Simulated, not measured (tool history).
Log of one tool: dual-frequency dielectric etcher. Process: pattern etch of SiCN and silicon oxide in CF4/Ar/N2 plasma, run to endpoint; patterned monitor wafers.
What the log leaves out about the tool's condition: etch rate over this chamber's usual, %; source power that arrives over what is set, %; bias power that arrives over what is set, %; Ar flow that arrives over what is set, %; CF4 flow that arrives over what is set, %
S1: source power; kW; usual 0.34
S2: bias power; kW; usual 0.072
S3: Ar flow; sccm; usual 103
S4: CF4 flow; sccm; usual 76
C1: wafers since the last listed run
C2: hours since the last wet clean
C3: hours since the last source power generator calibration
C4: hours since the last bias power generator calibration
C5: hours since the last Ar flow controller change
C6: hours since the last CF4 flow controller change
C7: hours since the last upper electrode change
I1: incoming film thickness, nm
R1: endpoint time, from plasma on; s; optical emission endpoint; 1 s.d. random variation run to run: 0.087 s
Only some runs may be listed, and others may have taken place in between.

| run | hour | S1 | S2 | S3 | S4 | C1 | C2 | C3 | C4 | C5 | C6 | C7 | I1 | R1 |
|---|---|---|---|---|---|---|---|---|---|---|---|---|---|---|
| 1 | 0 | 0.34 | 0.072 | 103 | 76 | 0 | 281.9 | 1734.7 | 3909.2 | 2027.3 | 2777.7 | 4500.6 | 17.98 | 24.6 |
| 2 | 48.7 | 0.34 | 0.072 | 103 | 76 | 1003 | 330.6 | 1783.4 | 3957.9 | 2076 | 2826.4 | 4549.3 | 17.74 | 24.4 |
| 3 | 77 | 0.34 | 0.072 | 103 | 76 | 583 | 358.9 | 1811.7 | 3986.2 | 2104.3 | 2854.7 | 4577.6 | 17.75 | 24.3 |
| 4 | 142.6 | 0.34 | 0.072 | 103 | 76 | 1351 | 424.5 | 1877.3 | 4051.8 | 2169.9 | 2920.3 | 4643.2 | 17.86 | 24.5 |
| 5 | 175.9 | 0.34 | 0.072 | 103 | 76 | 686 | 457.8 | 1910.6 | 4085.1 | 2203.2 | 2953.6 | 4676.5 | 17.76 | 24 |
| 6 | 205.1 | 0.37 | 0.072 | 103 | 76 | 601 | 487 | 1939.8 | 4114.3 | 2232.4 | 2982.8 | 4705.7 | 17.7 | 22.6 |
| 7 | 235.3 | 0.37 | 0.072 | 103 | 76 | 622 | 517.2 | 1970 | 4144.5 | 2262.6 | 3013 | 4735.9 | 17.87 | 22.8 |
|  | 241.3 | bias power generator calibrated |
|  | 310 | wet clean of the chamber |
| 8 | 310.5 | 0.37 | 0.072 | 103 | 76 | 972 | 0.5 | 2045.2 | 69.2 | 2337.8 | 3088.2 | 4811.1 | 17.9 | 23.5 |
| 9 | 342.2 | 0.34 | 0.072 | 103 | 76 | 653 | 32.2 | 2076.9 | 100.9 | 2369.5 | 3119.9 | 4842.8 | 17.8 | 24.9 |
| 10 | 374.7 | 0.42 | 0.072 | 103 | 76 | 669 | 64.7 | 2109.4 | 133.4 | 2402 | 3152.4 | 4875.3 | 17.92 | 21.2 |
|  | 406 | CF4 flow controller replaced |
| 11 | 481.4 | 0.34 | 0.072 | 128 | 76 | 2074 | 171.4 | 2216.1 | 240.1 | 2508.7 | 75.4 | 4982 | 17.82 | 25.8 |
|  | 512.6 | upper electrode replaced |
| 12 | 513.1 | 0.31 | 0.061 | 103 | 76 | 158 | 203.1 | 2247.8 | 271.8 | 2540.4 | 107.1 | 0.5 | 17.8 | 27.6 |
| 13 | 578 | 0.37 | 0.072 | 103 | 76 | 1337 | 268 | 2312.7 | 336.7 | 2605.3 | 172 | 65.4 | 17.93 | 23.1 |
| 14 | 614.5 | 0.3 | 0.082 | 126 | 76 | 752 | 304.5 | 2349.2 | 373.2 | 2641.8 | 208.5 | 101.9 | 17.71 | 26.9 |
| 15 | 671.3 | 0.34 | 0.065 | 103 | 63 | 1170 | 361.3 | 2406 | 430 | 2698.6 | 265.3 | 158.7 | 17.86 | 25.9 |
| 16 | 708.7 | 0.34 | 0.072 | 103 | 76 | 770 | 398.7 | 2443.4 | 467.4 | 2736 | 302.7 | 196.1 | 17.99 | 24.5 |
|  | 732.3 | source power generator calibrated |
|  | 781.5 | Ar flow controller replaced |
|  | 782.1 | wet clean of the chamber |
| 17 | 782.6 | 0.29 | 0.072 | 103 | 76 | 1303 | 0.5 | 50.3 | 541.3 | 1.1 | 376.6 | 270 | 17.75 | 27 |
| 18 | 787.7 | 0.34 | 0.084 | 114 | 76 | 105 | 5.6 | 55.4 | 546.4 | 6.2 | 381.7 | 275.1 | 17.79 | 23.5 |
| 19 | 813.8 | 0.34 | 0.087 | 123 | 87 | 537 | 31.7 | 81.5 | 572.5 | 32.3 | 407.8 | 301.2 | 17.85 | 23.1 |
| 20 | 884.4 | 0.34 | 0.06 | 127 | 68 | 1454 | 102.3 | 152.1 | 643.1 | 102.9 | 478.4 | 371.8 | 17.71 | 26 |
| 21 | 938.1 | 0.34 | 0.072 | 103 | 76 | 1106 | 156 | 205.8 | 696.8 | 156.6 | 532.1 | 425.5 | 17.67 | 23.6 |
| 22 | 988.1 | 0.34 | 0.08 | 120 | 59 | 1030 | 206 | 255.8 | 746.8 | 206.6 | 582.1 | 475.5 | 17.88 | 24.6 |
| 23 | 1040.3 | 0.34 | 0.056 | 123 | 76 | 1075 | 258.2 | 308 | 799 | 258.8 | 634.3 | 527.7 | 17.91 | 25.9 |

Some steps in R1, run to run, broken into two amounts with sign: the step expected even without the hidden condition (settings, incoming material, random variation), and the rest, left for the hidden condition together with whatever gauge scatter is not in both the measured and the hidden-condition-free result:
Run 7 -> 8: bias power generator calibrated, wet clean of the chamber. R1 +0.7 s: hidden state +0.9, all else -0.2.
Run 10 -> 11: S1 0.42 -> 0.34, S3 103 -> 128, CF4 flow controller replaced. R1 +4.6 s: hidden state -0.1, all else +4.7.
Run 12 -> 13: S1 0.31 -> 0.37, S2 0.061 -> 0.072. R1 -4.5 s: hidden state -0.2, all else -4.3.
Run 16 -> 17: S1 0.34 -> 0.29, source power generator calibrated, Ar flow controller replaced, wet clean of the chamber. R1 +2.5 s: hidden state -0.3, all else +2.8.

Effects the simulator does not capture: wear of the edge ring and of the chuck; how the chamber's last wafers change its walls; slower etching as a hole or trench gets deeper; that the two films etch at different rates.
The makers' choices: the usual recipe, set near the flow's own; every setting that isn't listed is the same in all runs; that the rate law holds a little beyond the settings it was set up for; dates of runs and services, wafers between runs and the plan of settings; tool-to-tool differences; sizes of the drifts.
